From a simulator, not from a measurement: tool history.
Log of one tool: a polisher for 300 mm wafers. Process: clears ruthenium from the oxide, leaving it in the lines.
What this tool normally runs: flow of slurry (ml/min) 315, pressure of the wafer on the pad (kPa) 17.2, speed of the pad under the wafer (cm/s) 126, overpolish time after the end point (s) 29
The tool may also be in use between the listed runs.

run    day  flow of slurry (ml/min)  pressure of the wafer on the pad (kPa)  speed of the pad under the wafer (cm/s)  overpolish time after the end point (s)  wafers since the last listed run  wafers polished on this pad  hours since the slurry nozzle was cleaned  hours since the head pressure was calibrated  incoming thickness of the incoming film, nm  time until the end point was called (s)
  1      0                      315                                    17.2                                      126                                       42                                 0                          190                                      391.9                                        1092.4                                          172                                     94.4
  2  0.558                      315                                    17.2                                      126                                       42                               128                          318                                      405.3                                        1105.8                                        167.4                                     92.2
  3  0.946                      315                                    17.2                                      126                                       29                                89                          408                                      414.6                                        1115.1                                        169.2                                     95.6
  4   1.45                      315                                    17.2                                      126                                       29                               116                          524                                      426.7                                        1127.2                                        168.6                                     95.9
  5  1.867                      315                                    17.2                                      126                                       29                                96                          620                                      436.7                                        1137.2                                        169.3                                     99.4
     2.275  -- slurry nozzle cleaned
     2.567  -- worn pad replaced by a new one
  6  2.588                      405                                    17.2                                      126                                       29                               118                            5                                        7.5                                        1154.5                                          171                                     85.2
  7  3.171                      315                                    17.2                                      126                                       39                               134                          139                                       21.5                                        1168.5                                        168.9                                     86.1
  8  3.529                      315                                    17.2                                       90                                       29                                82                          222                                       30.1                                        1177.1                                        172.8                                    123.5
     3.792  -- head pressure recalibrated
  9    4.1                      315                                    17.2                                      126                                       29                               112                          334                                       43.8                                           7.4                                          168                                     87.5
 10  4.692                      315                                    23.4                                       90                                       29                               136                          471                                         58                                          21.6                                        169.2                                     92.9
 11  5.167                      275                                    17.2                                      126                                       40                               109                          580                                       69.4                                            33                                        169.4                                     93.6
     5.546  -- worn pad replaced by a new one
 12  5.562                      275                                    17.2                                      126                                       40                                52                            3                                       78.9                                          42.5                                        171.4                                     88.9
 13  6.204                      390                                    19.3                                      138                                       36                               147                          151                                       94.3                                          57.9                                        172.2                                     70.4
 14  6.788                      415                                      20                                       90                                       29                               134                          286                                      108.3                                          71.9                                        170.6                                    105.4

Had the tool no unlogged condition, and each run kept its random variation, what would the results have been?
Hidden conditions of the tool in this case: removal rate lost through wear of the pad, %; slurry flow missing at the pad, %; deviation of the head's pressure from its setpoint, %.
run  time until the end point was called (s)
  1                                     86.9
  2                                     83.7
  3                                     85.7
  4                                     84.1
  5                                     85.3
  6                                     84.4
  7                                     84.9
  8                                    121.1
  9                                     84.6
 10                                     88.1
 11                                     86.8
 12                                     86.9
 13                                     68.7
 14                                      102
